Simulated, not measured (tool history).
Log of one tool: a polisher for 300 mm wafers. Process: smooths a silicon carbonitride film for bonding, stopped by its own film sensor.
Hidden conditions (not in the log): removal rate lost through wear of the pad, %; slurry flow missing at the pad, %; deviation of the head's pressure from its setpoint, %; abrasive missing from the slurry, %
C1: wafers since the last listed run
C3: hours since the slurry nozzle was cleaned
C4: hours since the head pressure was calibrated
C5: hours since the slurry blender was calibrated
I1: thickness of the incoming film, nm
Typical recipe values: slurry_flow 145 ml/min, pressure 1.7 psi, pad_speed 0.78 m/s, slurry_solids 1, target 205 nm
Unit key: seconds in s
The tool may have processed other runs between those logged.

{"run": 1, "day": 0.0, "slurry_flow": 145, "pressure": 1.7, "pad_speed": 0.78, "slurry_solids": 1, "target": 205, "C1": 0, "wafers polished on this pad": 971, "C3": 173.1, "C4": 556.1, "C5": 61.6, "I1": 226.9, "seconds": 165.8}
{"day": 1.142, "done": "worn pad replaced by a new one"}
{"run": 2, "day": 2.308, "slurry_flow": 145, "pressure": 1.7, "pad_speed": 0.78, "slurry_solids": 1, "target": 205, "C1": 483, "wafers polished on this pad": 263, "C3": 228.5, "C4": 611.5, "C5": 117, "I1": 231, "seconds": 173.2}
{"day": 3.05, "done": "slurry blender recalibrated"}
{"run": 3, "day": 3.75, "slurry_flow": 145, "pressure": 1.7, "pad_speed": 0.78, "slurry_solids": 1, "target": 205, "C1": 306, "wafers polished on this pad": 570, "C3": 263.1, "C4": 646.1, "C5": 16.8, "I1": 226.6, "seconds": 147.8}
{"run": 4, "day": 5.421, "slurry_flow": 145, "pressure": 1.7, "pad_speed": 0.78, "slurry_solids": 1.25, "target": 205, "C1": 377, "wafers polished on this pad": 947, "C3": 303.2, "C4": 686.2, "C5": 56.9, "I1": 227.6, "seconds": 148.5}
{"day": 6.617, "done": "worn pad replaced by a new one, of another model than before"}
{"run": 5, "day": 8.171, "slurry_flow": 145, "pressure": 1.7, "pad_speed": 0.78, "slurry_solids": 1.25, "target": 205, "C1": 583, "wafers polished on this pad": 351, "C3": 369.2, "C4": 752.2, "C5": 122.9, "I1": 228.3, "seconds": 150.5}
{"day": 8.588, "done": "slurry blender recalibrated"}
{"run": 6, "day": 10.321, "slurry_flow": 145, "pressure": 1.7, "pad_speed": 0.78, "slurry_solids": 1.25, "target": 205, "C1": 466, "wafers polished on this pad": 817, "C3": 420.8, "C4": 803.8, "C5": 41.6, "I1": 229, "seconds": 157.8}
{"run": 7, "day": 11.871, "slurry_flow": 170, "pressure": 1.7, "pad_speed": 0.78, "slurry_solids": 1, "target": 205, "C1": 350, "wafers polished on this pad": 1168, "C3": 458, "C4": 841, "C5": 78.8, "I1": 227.8, "seconds": 169.9}
{"day": 12.517, "done": "worn pad replaced by a new one"}
{"run": 8, "day": 14.596, "slurry_flow": 170, "pressure": 1.7, "pad_speed": 0.78, "slurry_solids": 1, "target": 208, "C1": 577, "wafers polished on this pad": 469, "C3": 523.4, "C4": 906.4, "C5": 144.2, "I1": 232, "seconds": 161.7}
{"day": 14.712, "done": "slurry blender recalibrated"}
{"run": 9, "day": 16.738, "slurry_flow": 105, "pressure": 1.7, "pad_speed": 0.52, "slurry_solids": 1.25, "target": 199, "C1": 464, "wafers polished on this pad": 934, "C3": 574.8, "C4": 957.8, "C5": 48.6, "I1": 231.8, "seconds": 275.4}
{"day": 17.208, "done": "worn pad replaced by a new one"}
{"run": 10, "day": 17.879, "slurry_flow": 145, "pressure": 1.9, "pad_speed": 0.78, "slurry_solids": 1, "target": 205, "C1": 220, "wafers polished on this pad": 151, "C3": 602.2, "C4": 985.2, "C5": 76, "I1": 228.3, "seconds": 144.9}
{"run": 11, "day": 19.225, "slurry_flow": 145, "pressure": 1.7, "pad_speed": 0.78, "slurry_solids": 1, "target": 205, "C1": 304, "wafers polished on this pad": 455, "C3": 634.5, "C4": 1017.5, "C5": 108.3, "I1": 227.5, "seconds": 152}
{"day": 19.608, "done": "slurry blender recalibrated"}
{"day": 19.754, "done": "slurry nozzle cleaned"}
{"day": 20.179, "done": "head pressure recalibrated"}
{"run": 12, "day": 21.929, "slurry_flow": 115, "pressure": 1.7, "pad_speed": 0.94, "slurry_solids": 0.8, "target": 205, "C1": 563, "wafers polished on this pad": 1019, "C3": 52.2, "C4": 42, "C5": 55.7, "I1": 226.5, "seconds": 166}
{"day": 23.017, "done": "worn pad replaced by a new one"}
{"run": 13, "day": 23.333, "slurry_flow": 195, "pressure": 1.2, "pad_speed": 0.78, "slurry_solids": 1, "target": 207, "C1": 279, "wafers polished on this pad": 71, "C3": 85.9, "C4": 75.7, "C5": 89.4, "I1": 228.2, "seconds": 169}
{"run": 14, "day": 24.746, "slurry_flow": 145, "pressure": 1.7, "pad_speed": 0.78, "slurry_solids": 1, "target": 205, "C1": 319, "wafers polished on this pad": 390, "C3": 119.8, "C4": 109.6, "C5": 123.3, "I1": 231.7, "seconds": 181.1}
{"day": 25.192, "done": "slurry blender recalibrated"}
{"run": 15, "day": 26.938, "slurry_flow": 145, "pressure": 2.1, "pad_speed": 0.78, "slurry_solids": 0.9, "target": 205, "C1": 476, "wafers polished on this pad": 867, "C3": 172.4, "C4": 162.2, "C5": 41.9, "I1": 231.1, "seconds": 164.7}

5 ways to go on from here, each from the tool as it stands after run 15. What would each give?
{"run": "A", "day": 26.958, "slurry_flow": 145, "pressure": 1.7, "pad_speed": 0.52, "slurry_solids": 1, "target": 205, "C1": 4, "wafers polished on this pad": 871, "C3": 172.9, "C4": 162.7, "C5": 42.4, "I1": 230.9, "seconds": "?"}
{"run": "B", "day": 26.958, "slurry_flow": 145, "pressure": 1.7, "pad_speed": 0.58, "slurry_solids": 1, "target": 205, "C1": 4, "wafers polished on this pad": 871, "C3": 172.9, "C4": 162.7, "C5": 42.4, "I1": 230.9, "seconds": "?"}
{"run": "C", "day": 26.958, "slurry_flow": 145, "pressure": 1.7, "pad_speed": 0.92, "slurry_solids": 0.75, "target": 205, "C1": 4, "wafers polished on this pad": 871, "C3": 172.9, "C4": 162.7, "C5": 42.4, "I1": 230.9, "seconds": "?"}
{"run": "D", "day": 26.958, "slurry_flow": 145, "pressure": 2, "pad_speed": 0.78, "slurry_solids": 1, "target": 205, "C1": 4, "wafers polished on this pad": 871, "C3": 172.9, "C4": 162.7, "C5": 42.4, "I1": 230.9, "seconds": "?"}
{"run": "E", "day": 26.958, "slurry_flow": 145, "pressure": 1.7, "pad_speed": 0.78, "slurry_solids": 1.1, "target": 205, "C1": 4, "wafers polished on this pad": 871, "C3": 172.9, "C4": 162.7, "C5": 42.4, "I1": 230.9, "seconds": "?"}

run=A seconds=220.4
run=B seconds=212
run=C seconds=191.1
run=D seconds=170.3
run=E seconds=182.9
The same runs, with their run-to-run variation unchanged, on a tool lacking any hidden condition would have given:
run=A seconds=205.7
run=B seconds=197.8
run=C seconds=178.3
run=D seconds=159
run=E seconds=170.7
